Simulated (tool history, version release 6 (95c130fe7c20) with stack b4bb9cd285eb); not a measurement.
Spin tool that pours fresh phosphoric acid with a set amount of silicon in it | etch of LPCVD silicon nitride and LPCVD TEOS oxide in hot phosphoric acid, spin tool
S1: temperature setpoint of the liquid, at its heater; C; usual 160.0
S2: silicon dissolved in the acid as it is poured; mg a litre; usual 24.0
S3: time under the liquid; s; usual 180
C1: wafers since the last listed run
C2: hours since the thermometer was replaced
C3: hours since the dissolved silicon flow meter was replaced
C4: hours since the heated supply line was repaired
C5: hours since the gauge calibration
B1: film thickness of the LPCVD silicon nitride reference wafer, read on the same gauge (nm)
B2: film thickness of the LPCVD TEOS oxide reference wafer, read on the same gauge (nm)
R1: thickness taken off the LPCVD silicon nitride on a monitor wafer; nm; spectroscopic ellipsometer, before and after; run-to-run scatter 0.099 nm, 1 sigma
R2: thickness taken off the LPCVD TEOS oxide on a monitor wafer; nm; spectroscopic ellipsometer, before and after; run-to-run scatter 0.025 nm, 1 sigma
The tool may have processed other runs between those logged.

run 1 hour=0.0 | S1=157.5 S2=35.5 S3=230 | C1=0 C2=42.3 C3=395.3 C4=541.2 C5=2882.5 | B1=70.03 B2=89.983 | R1=20.80 R2=0.415
run 2 hour=46.4 | S1=158.5 S2=35.5 S3=255 | C1=246 C2=88.7 C3=441.7 C4=587.6 C5=2928.9 | B1=70.02 B2=89.961 | R1=23.73 R2=0.481
run 3 hour=137.3 | S1=161.0 S2=37.0 S3=220 | C1=482 C2=179.6 C3=532.6 C4=678.5 C5=3019.8 | B1=70.02 B2=89.983 | R1=22.31 R2=0.471
run 4 hour=201.6 | S1=160.0 S2=24.0 S3=180 | C1=341 C2=243.9 C3=596.9 C4=742.8 C5=3084.1 | B1=70.01 B2=89.997 | R1=17.64 R2=0.577
run 5 hour=272.3 | S1=160.0 S2=24.0 S3=180 | C1=375 C2=314.6 C3=667.6 C4=813.5 C5=3154.8 | B1=70.02 B2=89.986 | R1=17.44 R2=0.599
run 6 hour=379.8 | S1=161.5 S2=40.0 S3=280 | C1=570 C2=422.1 C3=775.1 C4=921.0 C5=3262.3 | B1=70.02 B2=90.022 | R1=28.48 R2=0.499
-- hour=405.5 gauge calibrated
run 7 hour=428.3 | S1=160.0 S2=10.5 S3=180 | C1=257 C2=470.6 C3=823.6 C4=969.5 C5=22.8 | B1=70.03 B2=90.015 | R1=17.35 R2=0.864
run 8 hour=526.7 | S1=160.0 S2=24.0 S3=180 | C1=522 C2=569.0 C3=922.0 C4=1067.9 C5=121.2 | B1=69.96 B2=90.032 | R1=17.45 R2=0.619
run 9 hour=574.7 | S1=157.5 S2=35.5 S3=230 | C1=254 C2=617.0 C3=970.0 C4=1115.9 C5=169.2 | B1=70.00 B2=89.972 | R1=20.39 R2=0.418
run 10 hour=662.5 | S1=160.0 S2=16.5 S3=180 | C1=465 C2=704.8 C3=1057.8 C4=1203.7 C5=257.0 | B1=70.01 B2=90.003 | R1=17.10 R2=0.748
run 11 hour=752.3 | S1=158.5 S2=35.0 S3=180 | C1=476 C2=794.6 C3=1147.6 C4=1293.5 C5=346.8 | B1=69.98 B2=90.028 | R1=16.40 R2=0.353
run 12 hour=789.6 | S1=163.0 S2=6.0 S3=210 | C1=197 C2=831.9 C3=1184.9 C4=1330.8 C5=384.1 | B1=69.98 B2=90.010 | R1=22.05 R2=1.448
-- hour=840.3 dissolved silicon flow meter replaced
run 13 hour=882.0 | S1=160.0 S2=24.0 S3=180 | C1=485 C2=924.3 C3=41.7 C4=1423.2 C5=476.5 | B1=70.03 B2=90.008 | R1=17.20 R2=0.615
run 14 hour=957.1 | S1=157.0 S2=16.5 S3=115 | C1=398 C2=999.4 C3=116.8 C4=1498.3 C5=551.6 | B1=69.97 B2=89.997 | R1=9.91 R2=0.383
run 15 hour=1001.6 | S1=157.0 S2=19.0 S3=180 | C1=236 C2=1043.9 C3=161.3 C4=1542.8 C5=596.1 | B1=70.02 B2=90.004 | R1=15.46 R2=0.546
run 16 hour=1047.1 | S1=161.5 S2=15.0 S3=125 | C1=241 C2=1089.4 C3=206.8 C4=1588.3 C5=641.6 | B1=69.99 B2=90.032 | R1=12.51 R2=0.561
run 17 hour=1129.8 | S1=158.0 S2=16.5 S3=180 | C1=438 C2=1172.1 C3=289.5 C4=1671.0 C5=724.3 | B1=70.02 B2=89.988 | R1=15.97 R2=0.605
run 18 hour=1186.2 | S1=159.0 S2=14.0 S3=150 | C1=299 C2=1228.5 C3=345.9 C4=1727.4 C5=780.7 | B1=70.02 B2=89.998 | R1=13.69 R2=0.538
run 19 hour=1260.9 | S1=160.0 S2=24.0 S3=255 | C1=396 C2=1303.2 C3=420.6 C4=1802.1 C5=855.4 | B1=70.02 B2=89.993 | R1=24.06 R2=0.861
run 20 hour=1327.4 | S1=160.0 S2=24.0 S3=125 | C1=352 C2=1369.7 C3=487.1 C4=1868.6 C5=921.9 | B1=70.04 B2=89.996 | R1=11.74 R2=0.392
run 21 hour=1410.2 | S1=159.0 S2=6.5 S3=270 | C1=439 C2=1452.5 C3=569.9 C4=1951.4 C5=1004.7 | B1=70.01 B2=90.003 | R1=24.46 R2=1.293
run 22 hour=1463.7 | S1=160.0 S2=33.5 S3=180 | C1=283 C2=1506.0 C3=623.4 C4=2004.9 C5=1058.2 | B1=70.03 B2=90.004 | R1=16.70 R2=0.368
run 23 hour=1553.4 | S1=160.0 S2=24.0 S3=180 | C1=475 C2=1595.7 C3=713.1 C4=2094.6 C5=1147.9 | B1=70.00 B2=90.007 | R1=16.66 R2=0.550

How the hidden state differs across the entries between the runs, from the last listed run before each to the first after it:
From run 6 to run 7: gauge calibrated (hour 405.5)
  liquid colder than its thermometer reads (K): 0.199 -> 0.219; temperature lost on the way to the wafer (K): 0.971 -> 1
  the result without the hidden state subtracted from the measured one, R1: -1.14 -> -0.73 nm; R2: -0.045 -> -0.082 nm
From run 12 to run 13: dissolved silicon flow meter replaced (hour 840.3)
  liquid colder than its thermometer reads (K): 0.369 -> 0.408; temperature lost on the way to the wafer (K): 1.23 -> 1.29
  the result without the hidden state subtracted from the measured one, R1: -1.20 -> -1.02 nm; R2: -0.180 -> -0.083 nm

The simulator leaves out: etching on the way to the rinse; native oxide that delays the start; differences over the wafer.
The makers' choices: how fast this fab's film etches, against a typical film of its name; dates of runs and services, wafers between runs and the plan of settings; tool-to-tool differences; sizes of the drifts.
